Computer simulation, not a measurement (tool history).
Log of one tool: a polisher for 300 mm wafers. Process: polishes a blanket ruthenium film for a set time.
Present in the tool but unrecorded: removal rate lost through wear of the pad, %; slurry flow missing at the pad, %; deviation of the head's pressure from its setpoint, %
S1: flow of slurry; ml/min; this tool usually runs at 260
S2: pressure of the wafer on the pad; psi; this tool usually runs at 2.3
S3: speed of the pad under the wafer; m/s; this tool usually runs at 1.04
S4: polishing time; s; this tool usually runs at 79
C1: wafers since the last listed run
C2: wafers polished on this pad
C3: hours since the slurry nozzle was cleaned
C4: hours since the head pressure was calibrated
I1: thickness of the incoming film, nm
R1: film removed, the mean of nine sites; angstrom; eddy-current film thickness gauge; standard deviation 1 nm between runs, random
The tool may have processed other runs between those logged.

run	day	S1	S2	S3	S4	C1	C2	C3	C4	I1	R1
1	0.000	200	2.3	1.04	79	0	1217	173.7	141.9	551.2	913
2	1.238	260	2.3	1.04	79	239	1456	203.4	171.6	566.9	953
3	2.283	260	2.3	1.04	79	202	1659	228.5	196.7	564.0	938
4	3.346	260	2.3	1.04	79	205	1864	254.0	222.2	556.8	925
5	6.162	260	2.3	1.04	79	544	2408	321.6	289.8	564.9	900
6	8.192	260	2.3	1.04	79	392	2800	370.3	338.5	564.0	889
# day 9.133: slurry nozzle cleaned
# day 12.917: worn pad replaced by a new one
7	13.642	260	2.3	1.04	79	1013	139	108.2	469.3	564.2	987
8	14.829	260	2.9	1.04	79	229	369	136.7	497.8	552.0	1237
9	16.596	260	2.9	1.04	79	341	710	179.1	540.2	553.4	1181
10	18.646	260	2.9	1.04	79	396	1107	228.3	589.4	554.3	1196
11	20.221	260	2.3	1.04	79	304	1411	266.1	627.2	564.3	930
12	21.879	260	2.3	1.04	79	320	1731	305.9	667.0	558.9	921
# day 23.333: head pressure recalibrated
13	23.354	260	2.3	1.04	79	268	2000	341.3	0.5	548.1	914
14	24.750	260	2.6	1.04	90	269	2270	374.8	34.0	559.8	1149
15	26.000	260	2.3	0.68	56	241	2512	404.8	64.0	558.2	449
16	27.762	225	2.0	0.90	70	340	2852	447.1	106.3	560.9	599
# day 30.142: worn pad replaced by a new one
17	30.162	260	1.9	1.04	79	431	4	504.7	163.9	564.4	822
# day 30.738: slurry nozzle cleaned
18	31.071	260	2.3	1.04	79	167	171	8.0	185.7	568.4	1020
19	33.621	260	2.3	0.74	79	492	664	69.2	246.9	564.1	765
20	34.679	260	1.5	1.04	79	204	869	94.6	272.3	564.7	689
21	36.417	260	2.3	1.04	90	335	1204	136.3	314.0	556.2	1110
22	40.908	260	1.6	1.04	62	868	2073	244.1	421.8	556.6	527
23	42.596	260	2.3	1.34	60	326	2399	284.6	462.3	547.5	866
24	44.371	260	3.0	1.04	54	343	2742	327.2	504.9	568.6	775
25	47.021	350	2.3	1.04	90	512	3254	390.8	568.5	558.3	1041
26	48.042	260	2.3	1.04	79	197	3451	415.3	593.0	553.6	882
# day 50.362: slurry nozzle cleaned
# day 51.371: worn pad replaced by a new one
27	51.646	260	2.3	1.38	64	656	53	30.8	679.5	549.6	1043
# day 52.350: head pressure recalibrated
28	54.375	220	3.1	1.04	58	511	564	96.3	48.6	549.8	919
29	56.571	260	2.3	1.04	79	424	989	149.0	101.3	547.8	966
30	59.075	260	2.3	1.04	79	483	1473	209.1	161.4	566.4	919
31	60.900	285	2.9	0.84	54	352	1826	252.9	205.2	557.7	661
32	63.775	335	2.3	1.04	94	555	2381	321.9	274.2	563.4	1095
33	66.642	260	2.3	1.04	79	554	2935	390.7	343.0	554.6	873
34	68.329	260	2.7	0.88	79	326	3261	431.2	383.5	565.3	870
35	70.362	260	2.3	1.04	79	392	3654	480.0	432.3	560.2	850
# day 70.688: worn pad replaced by a new one
# day 71.967: slurry nozzle cleaned
36	75.808	260	2.3	1.04	101	1012	981	92.2	563.0	557.0	1235

5 ways to go on from here, each from the tool as it stands after run 36. What would each give?
A	75.825	260	2.3	1.04	88	3	984	92.6	563.4	572.0	?
B	75.825	305	3.0	1.30	79	3	984	92.6	563.4	572.0	?
C	75.825	195	2.3	1.04	79	3	984	92.6	563.4	572.0	?
D	75.825	175	2.3	1.04	79	3	984	92.6	563.4	572.0	?
E	75.825	180	1.6	1.16	64	3	984	92.6	563.4	572.0	?

run	R1
A	1050
B	1475
C	898
D	878
E	567
Without the tool's hidden state the same runs would have given:
run	R1
A	1149
B	1607
C	992
D	974
E	629
